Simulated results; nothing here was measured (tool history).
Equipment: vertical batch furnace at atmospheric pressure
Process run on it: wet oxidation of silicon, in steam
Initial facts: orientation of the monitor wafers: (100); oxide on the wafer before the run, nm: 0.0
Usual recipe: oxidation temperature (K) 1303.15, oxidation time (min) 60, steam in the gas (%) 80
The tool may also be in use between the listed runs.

run,day,oxidation temperature (K),oxidation time (min),steam in the gas (%),wafers since the last listed run,hours since the last temperature calibration,hours since the steam generator was serviced,hours since the gauge calibration,"read-back reference wafer on the same gauge, thickness",oxide thickness on the monitor wafer (Å)
1,0,1303.15,60,80,0,2488.7,1575,389.9,378.88,3900.4
2,1.683,1303.15,72,80,348,2529.1,1615.4,430.3,379,4384.5
3,2.967,1303.15,72,80,265,2559.9,1646.2,461.1,379.21,4381.7
4,5.279,1303.15,72,80,478,2615.4,1701.7,516.6,379.02,4362.4
5,7.425,1319.15,60,80,444,2666.9,1753.2,568.1,379.02,4267.8
6,9.038,1319.15,60,80,333,2705.6,1791.9,606.8,379.03,4286
7,11.604,1319.15,60,80,531,2767.2,1853.5,668.4,378.25,4311.5
8,13.629,1303.15,60,82,419,2815.8,1902.1,717,379.19,3919.5
9,16.529,1303.15,60,82,600,2885.4,1971.7,786.6,378.92,3960.8
10,19.046,1303.15,60,82,520,2945.8,2032.1,847,379.28,3952.2
11,21.779,1303.15,60,80,565,3011.4,2097.7,912.6,379.4,3891.1
12,24.029,1303.15,60,80,465,3065.4,2151.7,966.6,378.58,3896.9
13,26.412,1288.15,60,80,493,3122.6,2208.9,1023.8,379.27,3542.1
14,28.838,1288.15,60,80,501,3180.8,2267.1,1082,378.9,3507.1
# day 31.046: gauge calibrated
15,31.754,1303.15,60,80,603,3250.8,2337.1,17,379,3901.3
# day 33.95: steam generator serviced
16,33.971,1303.15,60,80,251,3304,0.5,70.2,378.91,4116.5
17,35.788,1287.15,34,80,376,3347.6,44.1,113.8,379,2510.3
18,38.158,1303.15,60,80,490,3404.5,101,170.7,378.81,4084.3
19,40.788,1303.15,60,80,544,3467.6,164.1,233.8,378.88,4070.4
20,43.567,1315.15,31,70,575,3534.3,230.8,300.5,378.98,2581.6
# day 45.583: thermocouples replaced and temperature profile calibrated
21,45.604,1313.15,40.5,80,214,0.5,279.7,349.4,378.9,3329.7
22,46.383,1295.15,30.5,72,161,19.2,298.4,368.1,379.04,2252.4
23,48.804,1322.15,60,91,501,77.3,356.5,426.2,378.78,4866.6
24,50.958,1279.15,77.5,80,445,129,408.2,477.9,379,4086.3
25,53.221,1290.15,73.5,80,468,183.3,462.5,532.2,379.15,4246.4
26,54.458,1310.15,45.5,71,256,213,492.2,561.9,379.7,3220
27,56.404,1321.15,60,80,402,259.7,538.9,608.6,378.96,4417.7
28,57.954,1292.15,60,86,320,296.9,576.1,645.8,379.49,3890.6
29,60.45,1303.15,60,72,516,356.8,636,705.7,378.36,3700.1
30,63.262,1288.15,36,80,582,424.3,703.5,773.2,378.79,2520.7

What the log doesn't show, run by run:
true tube temperature minus thermocouple reading, K: 0 on each run
gauge reads high (%): 0 on each run
H1: steam share off its setpoint, % of the setpoint
run,H1
1,-8.51
2,-8.56
3,-8.6
4,-8.66
5,-8.72
6,-8.76
7,-8.82
8,-8.86
9,-8.92
10,-8.96
11,-9
12,-9.04
13,-9.07
14,-9.1
15,-9.14
16,-0.416
17,-0.906
18,-1.5
19,-2.11
20,-2.7
21,-3.1
22,-3.24
23,-3.67
24,-4.03
25,-4.37
26,-4.55
27,-4.82
28,-5.02
29,-5.32
30,-5.63

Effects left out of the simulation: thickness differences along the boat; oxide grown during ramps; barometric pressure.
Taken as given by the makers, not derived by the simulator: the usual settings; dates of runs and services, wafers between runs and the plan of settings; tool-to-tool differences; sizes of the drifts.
